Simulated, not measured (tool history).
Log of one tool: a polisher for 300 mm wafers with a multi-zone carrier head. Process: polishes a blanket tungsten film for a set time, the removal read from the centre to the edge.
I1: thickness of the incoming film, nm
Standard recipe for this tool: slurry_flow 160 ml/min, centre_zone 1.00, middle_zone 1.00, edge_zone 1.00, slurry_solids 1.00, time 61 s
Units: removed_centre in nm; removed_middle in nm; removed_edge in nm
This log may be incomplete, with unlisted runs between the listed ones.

{"run": 1, "hour": 0.0, "slurry_flow": 160, "centre_zone": 1.1, "middle_zone": 1.0, "edge_zone": 1.11, "slurry_solids": 0.85, "time": 43, "I1": 1277.4, "removed_centre": 177.7, "removed_middle": 165.3, "removed_edge": 176.5}
{"run": 2, "hour": 31.7, "slurry_flow": 160, "centre_zone": 1.0, "middle_zone": 1.07, "edge_zone": 1.06, "slurry_solids": 1.25, "time": 67, "I1": 1275.8, "removed_centre": 278.5, "removed_middle": 304.7, "removed_edge": 294.5}
{"hour": 40.8, "done": "centre zone pressure recalibrated"}
{"hour": 43.3, "done": "worn pad replaced by a new one"}
{"run": 3, "hour": 58.5, "slurry_flow": 160, "centre_zone": 1.0, "middle_zone": 1.0, "edge_zone": 1.0, "slurry_solids": 1.0, "time": 61, "I1": 1271.0, "removed_centre": 240.1, "removed_middle": 240.6, "removed_edge": 244.0}
{"run": 4, "hour": 84.4, "slurry_flow": 160, "centre_zone": 1.0, "middle_zone": 1.0, "edge_zone": 1.0, "slurry_solids": 1.0, "time": 61, "I1": 1290.8, "removed_centre": 237.2, "removed_middle": 249.7, "removed_edge": 247.3}
{"run": 5, "hour": 103.7, "slurry_flow": 160, "centre_zone": 1.0, "middle_zone": 1.1, "edge_zone": 1.0, "slurry_solids": 1.0, "time": 61, "I1": 1270.7, "removed_centre": 242.0, "removed_middle": 258.3, "removed_edge": 245.0}
{"run": 6, "hour": 124.6, "slurry_flow": 160, "centre_zone": 1.0, "middle_zone": 1.0, "edge_zone": 0.97, "slurry_solids": 1.0, "time": 61, "I1": 1272.0, "removed_centre": 238.7, "removed_middle": 242.3, "removed_edge": 241.1}
{"run": 7, "hour": 136.8, "slurry_flow": 160, "centre_zone": 1.07, "middle_zone": 1.0, "edge_zone": 0.88, "slurry_solids": 1.0, "time": 61, "I1": 1288.5, "removed_centre": 247.5, "removed_middle": 244.1, "removed_edge": 229.6}
{"run": 8, "hour": 167.0, "slurry_flow": 160, "centre_zone": 0.9, "middle_zone": 1.0, "edge_zone": 1.0, "slurry_solids": 1.0, "time": 61, "I1": 1293.9, "removed_centre": 216.4, "removed_middle": 235.0, "removed_edge": 246.3}
{"run": 9, "hour": 186.5, "slurry_flow": 160, "centre_zone": 1.0, "middle_zone": 1.0, "edge_zone": 1.0, "slurry_solids": 1.0, "time": 61, "I1": 1280.6, "removed_centre": 239.9, "removed_middle": 236.2, "removed_edge": 247.2}
{"run": 10, "hour": 206.9, "slurry_flow": 160, "centre_zone": 1.0, "middle_zone": 1.0, "edge_zone": 1.0, "slurry_solids": 1.0, "time": 61, "I1": 1261.5, "removed_centre": 230.5, "removed_middle": 237.3, "removed_edge": 241.8}
{"run": 11, "hour": 228.6, "slurry_flow": 160, "centre_zone": 1.0, "middle_zone": 1.08, "edge_zone": 0.9, "slurry_solids": 1.0, "time": 61, "I1": 1301.7, "removed_centre": 232.2, "removed_middle": 253.3, "removed_edge": 227.7}
{"run": 12, "hour": 245.5, "slurry_flow": 160, "centre_zone": 1.08, "middle_zone": 1.0, "edge_zone": 1.0, "slurry_solids": 0.9, "time": 61, "I1": 1303.2, "removed_centre": 242.6, "removed_middle": 230.1, "removed_edge": 240.1}
{"hour": 260.8, "done": "worn pad replaced by a new one"}
{"hour": 269.0, "done": "slurry nozzle cleaned"}
{"run": 13, "hour": 280.3, "slurry_flow": 215, "centre_zone": 1.0, "middle_zone": 1.0, "edge_zone": 1.11, "slurry_solids": 0.9, "time": 43, "I1": 1265.8, "removed_centre": 179.7, "removed_middle": 177.9, "removed_edge": 188.2}
{"hour": 294.0, "done": "edge zone pressure recalibrated"}
{"run": 14, "hour": 304.6, "slurry_flow": 160, "centre_zone": 1.0, "middle_zone": 1.0, "edge_zone": 1.0, "slurry_solids": 1.0, "time": 61, "I1": 1281.6, "removed_centre": 249.3, "removed_middle": 254.9, "removed_edge": 253.9}
{"run": 15, "hour": 322.6, "slurry_flow": 160, "centre_zone": 0.91, "middle_zone": 1.0, "edge_zone": 1.0, "slurry_solids": 1.0, "time": 61, "I1": 1282.5, "removed_centre": 225.0, "removed_middle": 254.9, "removed_edge": 251.6}
{"run": 16, "hour": 341.0, "slurry_flow": 160, "centre_zone": 1.0, "middle_zone": 1.0, "edge_zone": 1.11, "slurry_solids": 1.0, "time": 61, "I1": 1277.0, "removed_centre": 239.9, "removed_middle": 250.4, "removed_edge": 260.3}
{"run": 17, "hour": 403.3, "slurry_flow": 160, "centre_zone": 1.0, "middle_zone": 1.0, "edge_zone": 1.0, "slurry_solids": 1.0, "time": 61, "I1": 1291.3, "removed_centre": 247.6, "removed_middle": 247.8, "removed_edge": 245.1}
{"run": 18, "hour": 427.6, "slurry_flow": 115, "centre_zone": 0.94, "middle_zone": 1.0, "edge_zone": 1.0, "slurry_solids": 1.1, "time": 61, "I1": 1275.7, "removed_centre": 219.9, "removed_middle": 237.7, "removed_edge": 243.6}
{"hour": 454.2, "done": "worn pad replaced by a new one"}
{"run": 19, "hour": 456.8, "slurry_flow": 160, "centre_zone": 1.0, "middle_zone": 1.0, "edge_zone": 1.0, "slurry_solids": 1.25, "time": 61, "I1": 1276.3, "removed_centre": 260.8, "removed_middle": 257.3, "removed_edge": 268.4}
{"run": 20, "hour": 492.4, "slurry_flow": 160, "centre_zone": 0.94, "middle_zone": 1.0, "edge_zone": 1.0, "slurry_solids": 0.85, "time": 61, "I1": 1294.7, "removed_centre": 226.3, "removed_middle": 232.7, "removed_edge": 234.1}
{"run": 21, "hour": 510.3, "slurry_flow": 125, "centre_zone": 1.05, "middle_zone": 1.0, "edge_zone": 1.07, "slurry_solids": 1.0, "time": 61, "I1": 1305.7, "removed_centre": 240.5, "removed_middle": 234.5, "removed_edge": 247.3}
{"run": 22, "hour": 528.0, "slurry_flow": 175, "centre_zone": 1.0, "middle_zone": 0.94, "edge_zone": 1.0, "slurry_solids": 1.0, "time": 61, "I1": 1260.8, "removed_centre": 244.3, "removed_middle": 232.9, "removed_edge": 246.8}

What if the next run were any one of these 3? Each begins from the tool's condition after run 22:
{"run": "A", "hour": 528.4, "slurry_flow": 160, "centre_zone": 1.0, "middle_zone": 1.0, "edge_zone": 0.91, "slurry_solids": 1.0, "time": 61, "I1": 1283.2, "removed_centre": "?", "removed_middle": "?", "removed_edge": "?"}
{"run": "B", "hour": 528.4, "slurry_flow": 110, "centre_zone": 1.0, "middle_zone": 0.9, "edge_zone": 1.0, "slurry_solids": 1.0, "time": 61, "I1": 1283.2, "removed_centre": "?", "removed_middle": "?", "removed_edge": "?"}
{"run": "C", "hour": 528.4, "slurry_flow": 160, "centre_zone": 1.09, "middle_zone": 1.0, "edge_zone": 1.0, "slurry_solids": 1.15, "time": 82, "I1": 1283.2, "removed_centre": "?", "removed_middle": "?", "removed_edge": "?"}

run=A removed_centre=244.0 removed_middle=246.0 removed_edge=235.1
run=B removed_centre=222.2 removed_middle=207.8 removed_edge=232.9
run=C removed_centre=367.4 removed_middle=343.7 removed_edge=343.6
What these runs would have given with no unlogged condition in the tool:
run=A removed_centre=256.7 removed_middle=257.3 removed_edge=242.7
run=B removed_centre=238.3 removed_middle=220.8 removed_edge=242.7
run=C removed_centre=386.6 removed_middle=359.6 removed_edge=354.8
